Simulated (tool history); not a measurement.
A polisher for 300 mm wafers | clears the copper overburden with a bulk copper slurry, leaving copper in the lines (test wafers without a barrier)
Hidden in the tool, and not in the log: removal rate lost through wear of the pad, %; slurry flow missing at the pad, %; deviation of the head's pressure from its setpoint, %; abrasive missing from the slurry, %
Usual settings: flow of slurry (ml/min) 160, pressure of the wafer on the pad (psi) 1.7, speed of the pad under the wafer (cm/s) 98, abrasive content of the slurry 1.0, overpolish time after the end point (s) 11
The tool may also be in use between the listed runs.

run	hour	flow of slurry (ml/min)	pressure of the wafer on the pad (psi)	speed of the pad under the wafer (cm/s)	abrasive content of the slurry	overpolish time after the end point (s)	wafers since the last listed run	wafers polished on this pad	hours since the slurry nozzle was cleaned	hours since the head pressure was calibrated	hours since the slurry blender was calibrated	incoming thickness of the incoming film, nm	time until the end point was called (s)	dishing of a wide line in a test structure (angstrom)
1	0.0	160	1.7	98	0.8	11	0	684	409.6	394.4	28.3	428.0	79.0	399
2	10.6	160	1.7	82	1.0	11	89	774	420.2	405.0	38.9	435.9	92.9	344
3	18.3	160	1.7	98	1.0	11	64	838	427.9	412.7	46.6	429.3	76.0	390
# hour 23.0: worn pad replaced by a new one
4	31.7	175	1.7	76	1.0	11	79	73	441.3	426.1	60.0	435.0	97.9	346
5	40.5	175	1.7	76	1.0	11	74	147	450.1	434.9	68.8	432.9	98.3	333
6	55.3	125	1.7	98	1.0	11	124	272	464.9	449.7	83.6	436.3	80.9	395
7	62.3	160	1.7	98	1.0	11	58	331	471.9	456.7	90.6	431.6	78.6	411
8	79.1	195	1.7	98	1.0	11	141	473	488.7	473.5	107.4	428.8	75.6	409
9	89.0	160	2.1	98	1.0	11	83	556	498.6	483.4	117.3	436.3	63.8	483
# hour 99.6: head pressure recalibrated
# hour 113.3: slurry blender recalibrated
# hour 117.9: slurry nozzle cleaned
10	128.8	160	2.3	98	0.7	17	293	849	10.9	29.2	15.5	431.9	60.1	728
11	141.5	160	1.7	82	1.0	11	107	956	23.6	41.9	28.2	429.8	91.6	356
# hour 150.6: worn pad replaced by a new one
12	151.0	160	1.7	98	1.0	11	46	3	33.1	51.4	37.7	433.5	76.2	402
13	165.4	145	1.7	84	1.0	11	121	124	47.5	65.8	52.1	433.8	91.5	355
14	171.5	160	1.7	98	1.0	16	51	176	53.6	71.9	58.2	428.3	75.4	529
15	183.7	160	1.7	120	1.0	11	102	278	65.8	84.1	70.4	430.1	63.6	466
16	199.3	115	2.1	98	1.0	11	131	410	81.4	99.7	86.0	431.1	67.1	465

Forecast each of these 5 alternatives for the next run:
A	199.8	160	1.7	98	1.0	11	4	414	81.9	100.2	86.5	422.7	?	?
B	199.8	125	1.2	98	1.0	11	4	414	81.9	100.2	86.5	422.7	?	?
C	199.8	160	1.7	64	1.0	15	4	414	81.9	100.2	86.5	422.7	?	?
D	199.8	140	1.7	98	1.0	16	4	414	81.9	100.2	86.5	422.7	?	?
E	199.8	110	2.1	118	1.0	11	4	414	81.9	100.2	86.5	422.7	?	?

run	time until the end point was called (s)	dishing of a wide line in a test structure (angstrom)
A	75.8	401
B	111.9	282
C	116.0	365
D	77.4	525
E	54.4	530
Without the tool's hidden state the same runs would have given:
run	time until the end point was called (s)	dishing of a wide line in a test structure (angstrom)
A	73.0	413
B	107.7	291
C	111.7	376
D	74.5	540
E	52.4	545
